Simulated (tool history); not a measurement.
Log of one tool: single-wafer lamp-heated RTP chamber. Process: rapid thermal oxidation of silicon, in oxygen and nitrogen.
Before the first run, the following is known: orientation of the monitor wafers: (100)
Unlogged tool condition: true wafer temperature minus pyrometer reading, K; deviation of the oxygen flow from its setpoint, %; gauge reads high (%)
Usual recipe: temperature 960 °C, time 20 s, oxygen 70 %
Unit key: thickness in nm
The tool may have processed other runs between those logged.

run,hour,temperature,time,oxygen,wafers since the last listed run,wafers since the last pyrometer calibration,hours since the oxygen flow controller was replaced,hours since the gauge calibration,"read-back reference wafer on the same gauge, thickness",thickness
1,0,960,20,86,0,1531,4040.8,180,3.283,3.335
# hour 15.9: pyrometer window cleaned and pyrometer calibrated
2,16.4,960,20,70,106,6,4057.2,196.4,3.279,3.16
3,30.8,944,20,70,183,189,4071.6,210.8,3.28,2.959
4,42.5,944,20,70,148,338,4083.3,222.5,3.281,2.95
5,54.9,960,20,47,157,495,4095.7,234.9,3.28,2.942
6,63,960,20,47,103,598,4103.8,243,3.28,2.962
7,76.6,960,20,70,172,771,4117.4,256.6,3.279,3.183
8,94.6,960,20,70,228,1000,4135.4,274.6,3.28,3.182
9,110.8,960,25,70,206,1206,4151.6,290.8,3.281,3.383
10,117.2,960,25,70,81,1288,4158,297.2,3.279,3.402
11,127.5,960,25,70,131,1419,4168.3,307.5,3.279,3.414
# hour 138.2: pyrometer window cleaned and pyrometer calibrated
12,141.8,960,20,70,80,45,4182.6,321.8,3.28,3.171
13,149.1,960,20,70,92,138,4189.9,329.1,3.281,3.166
14,158.1,960,20,51,114,252,4198.9,338.1,3.279,3
15,175.1,960,20,51,216,468,4215.9,355.1,3.28,2.987
16,190.9,960,20,70,200,669,4231.7,370.9,3.282,3.177
17,204,960,20,70,166,836,4244.8,384,3.282,3.175
18,212.6,960,20,85,109,945,4253.4,392.6,3.28,3.316
19,225.6,984,27,91,165,1111,4266.4,405.6,3.279,4.325
20,233.5,969,13,49,100,1211,4274.3,413.5,3.282,2.807
21,246.3,977,25,78,162,1374,4287.1,426.3,3.28,3.852
22,259.2,960,13,79,164,1538,4300,439.2,3.278,2.932
# hour 281.9: pyrometer window cleaned and pyrometer calibrated
23,282.5,960,20,70,194,7,4323.3,462.5,3.281,3.18
24,288.9,942,12,42,81,88,4329.7,468.9,3.281,2.503
25,304.2,970,20,91,194,283,4345,484.2,3.28,3.532
# hour 313.6: oxygen flow controller replaced
26,314.4,960,20,70,27,311,0.8,494.4,3.28,3.193
# hour 318.8: gauge calibrated
27,330.5,944,20,70,204,516,16.9,11.7,3.277,2.968
28,337.1,971,15,98,83,600,23.5,18.3,3.281,3.319
29,345.1,937,20,98,101,701,31.5,26.3,3.28,3.066
30,354.1,947,20,70,114,816,40.5,35.3,3.278,3.006
31,362.7,977,28,96,109,925,49.1,43.9,3.282,4.255
32,379.7,945,13,70,216,1141,66.1,60.9,3.279,2.724
33,385.8,989,20,70,77,1219,72.2,67,3.279,3.716
# hour 397.4: pyrometer window cleaned and pyrometer calibrated
34,397.8,960,13,70,50,4,84.2,79,3.281,2.86
35,415.1,952,15,70,220,224,101.5,96.3,3.281,2.852
36,432.3,979,15,94,218,443,118.7,113.5,3.28,3.431
37,446.5,960,20,51,180,624,132.9,127.7,3.283,3.002

Alternative continuations, all from the tool just after run 37; predict every row:
A,446.9,960,20,70,5,629,133.3,128.1,?,?
B,446.9,949,20,70,5,629,133.3,128.1,?,?
C,446.9,983,20,91,5,629,133.3,128.1,?,?
D,446.9,960,15,70,5,629,133.3,128.1,?,?
E,446.9,944,23,48,5,629,133.3,128.1,?,?

run,"read-back reference wafer on the same gauge, thickness",thickness
A,3.278,3.163
B,3.278,3.015
C,3.278,3.812
D,3.278,2.939
E,3.278,2.88
Had the tool no hidden state, the same runs would have come out as:
run,thickness
A,3.141
B,2.996
C,3.777
D,2.921
E,2.865
